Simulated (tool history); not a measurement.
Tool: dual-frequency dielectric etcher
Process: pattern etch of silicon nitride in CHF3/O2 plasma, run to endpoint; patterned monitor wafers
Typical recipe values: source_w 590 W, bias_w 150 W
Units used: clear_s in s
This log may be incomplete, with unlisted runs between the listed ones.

| run | day | source_w | bias_w | wafers since the last listed run | hours since the last wet clean | hours since the last source power generator calibration | hours since the last bias power generator calibration | hours since the last upper electrode change | incoming incoming film thickness, nm | clear_s |
|---|---|---|---|---|---|---|---|---|---|---|
| 1 | 0 | 500 | 129 | 0 | 688.6 | 857.7 | 831.1 | 3250.7 | 61.6 | 48.7 |
|  | 2.188 | wet clean of the chamber |
| 2 | 6.079 | 480 | 126 | 1772 | 93.4 | 1003.6 | 977 | 3396.6 | 61.5 | 49.9 |
| 3 | 17.558 | 480 | 126 | 4006 | 368.9 | 1279.1 | 1252.5 | 3672.1 | 62.5 | 50.6 |
| 4 | 20.962 | 480 | 126 | 1188 | 450.6 | 1360.8 | 1334.2 | 3753.8 | 62 | 50.4 |
| 5 | 24.792 | 590 | 129 | 1336 | 542.5 | 1452.7 | 1426.1 | 3845.7 | 62.5 | 47.5 |
| 6 | 27.3 | 590 | 129 | 875 | 602.7 | 1512.9 | 1486.3 | 3905.9 | 61.6 | 47.1 |
| 7 | 30.479 | 590 | 138 | 1109 | 679 | 1589.2 | 1562.6 | 3982.2 | 62.3 | 46.7 |
|  | 33.317 | wet clean of the chamber |
| 8 | 34.508 | 590 | 138 | 1057 | 28.6 | 1685.9 | 1659.3 | 4078.9 | 61.9 | 46.3 |
| 9 | 38.683 | 590 | 139 | 1457 | 128.8 | 1786.1 | 1759.5 | 4179.1 | 61.5 | 45.7 |
| 10 | 40.683 | 590 | 139 | 698 | 176.8 | 1834.1 | 1807.5 | 4227.1 | 61.3 | 45.7 |
| 11 | 43.262 | 590 | 139 | 900 | 238.7 | 1896 | 1869.4 | 4289 | 62.2 | 46.2 |
|  | 45.771 | bias power generator calibrated |
| 12 | 46.992 | 590 | 150 | 1243 | 328.2 | 1985.5 | 29.3 | 4378.5 | 61.8 | 44.5 |
| 13 | 48.621 | 590 | 150 | 568 | 367.3 | 2024.6 | 68.4 | 4417.6 | 61.3 | 44.1 |
| 14 | 51.833 | 590 | 150 | 1121 | 444.4 | 2101.7 | 145.5 | 4494.7 | 61.3 | 44.3 |
| 15 | 54.142 | 730 | 186 | 805 | 499.8 | 2157.1 | 200.9 | 4550.1 | 61.5 | 39.1 |
| 16 | 58.5 | 640 | 137 | 1521 | 604.4 | 2261.7 | 305.5 | 4654.7 | 61.8 | 44.9 |
| 17 | 62.308 | 590 | 150 | 1329 | 695.8 | 2353.1 | 396.9 | 4746.1 | 61.5 | 44.3 |
|  | 63.321 | wet clean of the chamber |
| 18 | 72.938 | 480 | 161 | 3360 | 230.8 | 2608.2 | 652 | 5001.2 | 61.5 | 45.7 |
| 19 | 74.829 | 590 | 175 | 660 | 276.2 | 2653.6 | 697.4 | 5046.6 | 62 | 42.4 |
| 20 | 79.15 | 470 | 181 | 1508 | 379.9 | 2757.3 | 801.1 | 5150.3 | 62.5 | 44.8 |
| 21 | 82.342 | 550 | 119 | 1113 | 456.5 | 2833.9 | 877.7 | 5226.9 | 61.7 | 48.9 |
| 22 | 84.4 | 690 | 150 | 718 | 505.9 | 2883.3 | 927.1 | 5276.3 | 61.5 | 42.3 |
|  | 85.358 | source power generator calibrated |
| 23 | 86.775 | 590 | 150 | 770 | 562.9 | 34 | 984.1 | 5333.3 | 61.1 | 44.6 |
|  | 89.792 | upper electrode replaced |
| 24 | 90.071 | 530 | 162 | 801 | 642 | 113.1 | 1063.2 | 6.7 | 62.7 | 46 |
|  | 97.421 | wet clean of the chamber |
| 25 | 99.108 | 590 | 150 | 2805 | 40.5 | 330 | 1280.1 | 223.6 | 61.5 | 45.1 |
| 26 | 102.904 | 590 | 184 | 1324 | 131.6 | 421.1 | 1371.2 | 314.7 | 61.6 | 42.1 |
| 27 | 104.538 | 660 | 116 | 570 | 170.8 | 460.3 | 1410.4 | 353.9 | 61.8 | 47.3 |
| 28 | 106.829 | 590 | 150 | 799 | 225.8 | 515.3 | 1465.4 | 408.9 | 61.9 | 45.1 |
| 29 | 111.142 | 590 | 150 | 1505 | 329.3 | 618.8 | 1568.9 | 512.4 | 61.9 | 45.4 |
| 30 | 114.842 | 590 | 150 | 1291 | 418.1 | 707.6 | 1657.7 | 601.2 | 61.4 | 44.9 |
| 31 | 118.325 | 670 | 169 | 1215 | 501.7 | 791.2 | 1741.3 | 684.8 | 61.8 | 42.3 |
| 32 | 120.229 | 590 | 150 | 664 | 547.4 | 836.9 | 1787 | 730.5 | 61.6 | 45.3 |
| 33 | 124.079 | 690 | 163 | 1343 | 639.8 | 929.3 | 1879.4 | 822.9 | 60.9 | 41.7 |
|  | 125.558 | wet clean of the chamber |
| 34 | 128.05 | 670 | 183 | 1036 | 59.8 | 1024.6 | 1974.7 | 918.2 | 61.6 | 41.1 |
|  | 131.988 | bias power generator calibrated |
| 35 | 132.196 | 590 | 150 | 1388 | 159.3 | 1124.1 | 5 | 1017.7 | 60.9 | 44 |

Across each entry between runs, compare the hidden state at the last listed run before it with the hidden state at the first listed run after it:
From run 1 to run 2: wet clean of the chamber (day 2.188)
  source power that arrives over what is set, %: 2.12 -> 2.34; bias power that arrives over what is set, %: -0.261 -> -0.551
  what was measured, less what the result would be without the hidden state, clear_s: -0.3 -> -0.2 s
From run 7 to run 8: wet clean of the chamber (day 33.317)
  source power that arrives over what is set, %: 3.22 -> 3.37; bias power that arrives over what is set, %: -2.19 -> -2.53
  what was measured, less what the result would be without the hidden state, clear_s: -0.1 -> +0 s
From run 11 to run 12: bias power generator calibrated (day 45.771)
  source power that arrives over what is set, %: 3.68 -> 3.82; bias power that arrives over what is set, %: -3.34 -> -0.345
  what was measured, less what the result would be without the hidden state, clear_s: +0 -> -0.5 s
From run 17 to run 18: wet clean of the chamber (day 63.321)
  source power that arrives over what is set, %: 4.37 -> 4.75; bias power that arrives over what is set, %: -0.517 -> -0.812
  what was measured, less what the result would be without the hidden state, clear_s: -0.5 -> -0.5 s
From run 22 to run 23: source power generator calibrated (day 85.358)
  source power that arrives over what is set, %: 5.16 -> 0.569; bias power that arrives over what is set, %: -1.29 -> -1.41
  what was measured, less what the result would be without the hidden state, clear_s: -0.5 -> +0.1 s
From run 23 to run 24: upper electrode replaced (day 89.792)
  source power that arrives over what is set, %: 0.569 -> 0.687; bias power that arrives over what is set, %: -1.41 -> -1.59
  what was measured, less what the result would be without the hidden state, clear_s: +0.1 -> +0.2 s
From run 24 to run 25: wet clean of the chamber (day 97.421)
  source power that arrives over what is set, %: 0.687 -> 1.01; bias power that arrives over what is set, %: -1.59 -> -2.15
  what was measured, less what the result would be without the hidden state, clear_s: +0.2 -> +0.2 s
From run 33 to run 34: wet clean of the chamber (day 125.558)
  source power that arrives over what is set, %: 1.91 -> 2.06; bias power that arrives over what is set, %: -4.23 -> -4.63
  what was measured, less what the result would be without the hidden state, clear_s: +0.3 -> +0.4 s
From run 34 to run 35: bias power generator calibrated (day 131.988)
  source power that arrives over what is set, %: 2.06 -> 2.2; bias power that arrives over what is set, %: -4.63 -> 0.29
  what was measured, less what the result would be without the hidden state, clear_s: +0.4 -> -0.3 s
